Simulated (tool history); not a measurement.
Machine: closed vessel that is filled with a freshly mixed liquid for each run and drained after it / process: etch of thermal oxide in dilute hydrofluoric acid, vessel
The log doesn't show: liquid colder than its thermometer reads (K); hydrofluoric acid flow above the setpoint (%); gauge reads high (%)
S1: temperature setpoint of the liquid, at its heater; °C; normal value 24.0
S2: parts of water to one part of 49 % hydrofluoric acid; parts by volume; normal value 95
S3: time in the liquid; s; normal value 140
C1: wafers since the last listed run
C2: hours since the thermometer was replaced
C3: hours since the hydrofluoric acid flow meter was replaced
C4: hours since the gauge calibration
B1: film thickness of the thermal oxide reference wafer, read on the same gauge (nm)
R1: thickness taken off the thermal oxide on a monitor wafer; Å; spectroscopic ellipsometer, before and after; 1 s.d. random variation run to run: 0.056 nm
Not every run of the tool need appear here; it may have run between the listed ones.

run    hour    S1   S2   S3     C1     C2      C3      C4     B1     R1
  1     0.0  24.0   95  180      0  146.8  1217.1   143.5  40.01   93.9
  2    51.0  24.0   95  140   5841  197.8  1268.1   194.5  40.00   72.9
  3   122.4  24.0   95  140   8178  269.2  1339.5   265.9  40.03   71.9
  4   206.7  24.0   95  140   9655  353.5  1423.8   350.2  40.06   72.3
  5   285.6  24.0  115   75   9037  432.4  1502.7   429.1  40.01   31.0
      307.9  -- thermometer replaced
  6   343.8  24.0   95  140   6551   35.9  1560.9   487.3  39.98   74.5
  7   382.6  24.0   95  140   4444   74.7  1599.7   526.1  39.99   75.1
  8   481.6  24.0   95  165  11339  173.7  1698.7   625.1  39.99   86.8
  9   582.6  24.0   95  140  11568  274.7  1799.7   726.1  40.07   74.0
 10   672.5  24.0   95  140  10296  364.6  1889.6   816.0  40.02   73.1
 11   725.3  24.0   95  140   6047  417.4  1942.4   868.8  39.98   72.6
      795.3  -- thermometer replaced
 12   810.0  24.0  140   85   9586   14.7  2027.1   953.5  39.99   29.7
 13   867.3  24.0   75  140   6563   72.0  2084.4  1010.8  39.95   97.4
      936.5  -- hydrofluoric acid flow meter replaced
 14   937.0  29.0   95  140   7868  141.7     0.5  1080.5  40.00   86.0
      963.7  -- gauge calibrated
 15   986.8  24.0   80  180   5704  191.5    50.3    23.1  39.94  109.7
 16  1070.8  24.0   95  210   9621  275.5   134.3   107.1  40.03  103.7
 17  1155.0  24.0   95  140   9644  359.7   218.5   191.3  40.01   70.4
     1317.4  -- thermometer replaced
 18  1476.0  24.0   80  140  36652  158.6   539.5   512.3  39.99   85.8
 19  1517.9  24.0   95  190   4799  200.5   581.4   554.2  40.02   95.9
 20  1557.0  25.5  125  170   4478  239.6   620.5   593.3  40.02   66.8
 21  1634.1  24.0   95  210   8830  316.7   697.6   670.4  39.99  104.7
 22  1722.4  19.5  115  140  10113  405.0   785.9   758.7  40.04   46.8
 23  1765.0  20.0  135  100   4879  447.6   828.5   801.3  40.02   28.6

Predict each of these 4 candidate next runs independently; none follows another, all start after run 23:
  A  1765.7  24.0   95  140  80  448.3  829.2  802.0   ?   ?
  B  1765.7  24.0   55   95  80  448.3  829.2  802.0   ?   ?
  C  1765.7  21.5  130  110  80  448.3  829.2  802.0   ?   ?
  D  1765.7  24.0  140  220  80  448.3  829.2  802.0   ?   ?

run     B1    R1
  A  40.04  69.6
  B  40.04  85.7
  C  40.04  34.8
  D  40.04  70.5
Without the tool's hidden state the same runs would have given:
run    R1
  A  71.5
  B  88.1
  C  35.7
  D  72.2
